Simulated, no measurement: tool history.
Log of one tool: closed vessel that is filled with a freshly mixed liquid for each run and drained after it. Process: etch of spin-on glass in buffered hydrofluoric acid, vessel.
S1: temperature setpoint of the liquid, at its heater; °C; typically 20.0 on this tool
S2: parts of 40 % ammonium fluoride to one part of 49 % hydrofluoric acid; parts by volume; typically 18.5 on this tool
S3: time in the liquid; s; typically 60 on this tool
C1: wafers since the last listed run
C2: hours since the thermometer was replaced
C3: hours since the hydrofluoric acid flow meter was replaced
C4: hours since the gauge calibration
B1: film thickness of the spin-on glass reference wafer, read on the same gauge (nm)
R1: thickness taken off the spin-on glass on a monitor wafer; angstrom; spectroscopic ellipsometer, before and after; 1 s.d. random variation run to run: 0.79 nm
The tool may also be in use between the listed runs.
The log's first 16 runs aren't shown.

{"run": 17, "hour": 1172.6, "S1": 24.0, "S2": 18.5, "S3": 45, "C1": 6152, "C2": 333.9, "C3": 1456.3, "C4": 1337.6, "B1": 50.01, "R1": 1078.6}
{"run": 18, "hour": 1209.0, "S1": 21.5, "S2": 21.0, "S3": 30, "C1": 4162, "C2": 370.3, "C3": 1492.7, "C4": 1374.0, "B1": 49.96, "R1": 553.5}
{"run": 19, "hour": 1314.6, "S1": 20.0, "S2": 18.5, "S3": 60, "C1": 12076, "C2": 475.9, "C3": 1598.3, "C4": 1479.6, "B1": 50.01, "R1": 1133.9}
{"run": 20, "hour": 1364.9, "S1": 20.0, "S2": 18.5, "S3": 80, "C1": 5752, "C2": 526.2, "C3": 1648.6, "C4": 1529.9, "B1": 49.99, "R1": 1519.2}
{"run": 21, "hour": 1437.4, "S1": 20.0, "S2": 18.5, "S3": 60, "C1": 8291, "C2": 598.7, "C3": 1721.1, "C4": 1602.4, "B1": 49.99, "R1": 1134.0}
{"run": 22, "hour": 1501.2, "S1": 20.0, "S2": 18.5, "S3": 60, "C1": 7296, "C2": 662.5, "C3": 1784.9, "C4": 1666.2, "B1": 50.02, "R1": 1132.4}
{"run": 23, "hour": 1580.3, "S1": 20.0, "S2": 21.5, "S3": 60, "C1": 9045, "C2": 741.6, "C3": 1864.0, "C4": 1745.3, "B1": 50.0, "R1": 996.5}
{"run": 24, "hour": 1616.4, "S1": 17.0, "S2": 12.5, "S3": 85, "C1": 4128, "C2": 777.7, "C3": 1900.1, "C4": 1781.4, "B1": 49.99, "R1": 1955.6}
{"run": 25, "hour": 1709.1, "S1": 21.5, "S2": 21.0, "S3": 30, "C1": 10601, "C2": 870.4, "C3": 1992.8, "C4": 1874.1, "B1": 49.99, "R1": 553.2}
{"hour": 1730.7, "done": "gauge calibrated"}
{"hour": 1762.0, "done": "hydrofluoric acid flow meter replaced"}
{"run": 26, "hour": 1791.1, "S1": 23.5, "S2": 18.5, "S3": 60, "C1": 9263, "C2": 952.4, "C3": 29.1, "C4": 60.4, "B1": 50.02, "R1": 1345.6}
{"run": 27, "hour": 1875.1, "S1": 20.0, "S2": 18.5, "S3": 60, "C1": 9606, "C2": 1036.4, "C3": 113.1, "C4": 144.4, "B1": 50.01, "R1": 1101.9}
{"run": 28, "hour": 2076.1, "S1": 20.0, "S2": 18.5, "S3": 60, "C1": 22986, "C2": 1237.4, "C3": 314.1, "C4": 345.4, "B1": 50.0, "R1": 1102.5}
{"run": 29, "hour": 2171.3, "S1": 20.0, "S2": 18.5, "S3": 70, "C1": 10887, "C2": 1332.6, "C3": 409.3, "C4": 440.6, "B1": 50.0, "R1": 1284.0}
{"run": 30, "hour": 2257.3, "S1": 22.5, "S2": 12.0, "S3": 35, "C1": 9834, "C2": 1418.6, "C3": 495.3, "C4": 526.6, "B1": 49.96, "R1": 1129.4}
{"run": 31, "hour": 2329.6, "S1": 20.0, "S2": 20.5, "S3": 85, "C1": 8268, "C2": 1490.9, "C3": 567.6, "C4": 598.9, "B1": 49.99, "R1": 1396.1}
{"run": 32, "hour": 2503.4, "S1": 20.0, "S2": 25.5, "S3": 60, "C1": 19875, "C2": 1664.7, "C3": 741.4, "C4": 772.7, "B1": 50.01, "R1": 837.5}
{"run": 33, "hour": 2553.3, "S1": 20.0, "S2": 13.0, "S3": 60, "C1": 5706, "C2": 1714.6, "C3": 791.3, "C4": 822.6, "B1": 49.99, "R1": 1525.1}
{"run": 34, "hour": 2638.8, "S1": 20.0, "S2": 18.5, "S3": 60, "C1": 9777, "C2": 1800.1, "C3": 876.8, "C4": 908.1, "B1": 49.98, "R1": 1069.3}

Consider 3 possible next runs. They are alternatives, not a sequence: every one starts from the tool as it was left by run 34. What does each give?
{"run": "A", "hour": 2639.5, "S1": 20.0, "S2": 18.5, "S3": 60, "C1": 80, "C2": 1800.8, "C3": 877.5, "C4": 908.8, "B1": "?", "R1": "?"}
{"run": "B", "hour": 2639.5, "S1": 17.0, "S2": 22.5, "S3": 40, "C1": 80, "C2": 1800.8, "C3": 877.5, "C4": 908.8, "B1": "?", "R1": "?"}
{"run": "C", "hour": 2639.5, "S1": 22.0, "S2": 13.5, "S3": 60, "C1": 80, "C2": 1800.8, "C3": 877.5, "C4": 908.8, "B1": "?", "R1": "?"}

run=A B1=50.02 R1=1061.7
run=B B1=50.02 R1=508.5
run=C B1=50.02 R1=1620.8
With the hidden condition removed and each run's random variation left untouched, the same runs would have given:
run=A R1=1171.3
run=B R1=562.2
run=C R1=1785.5
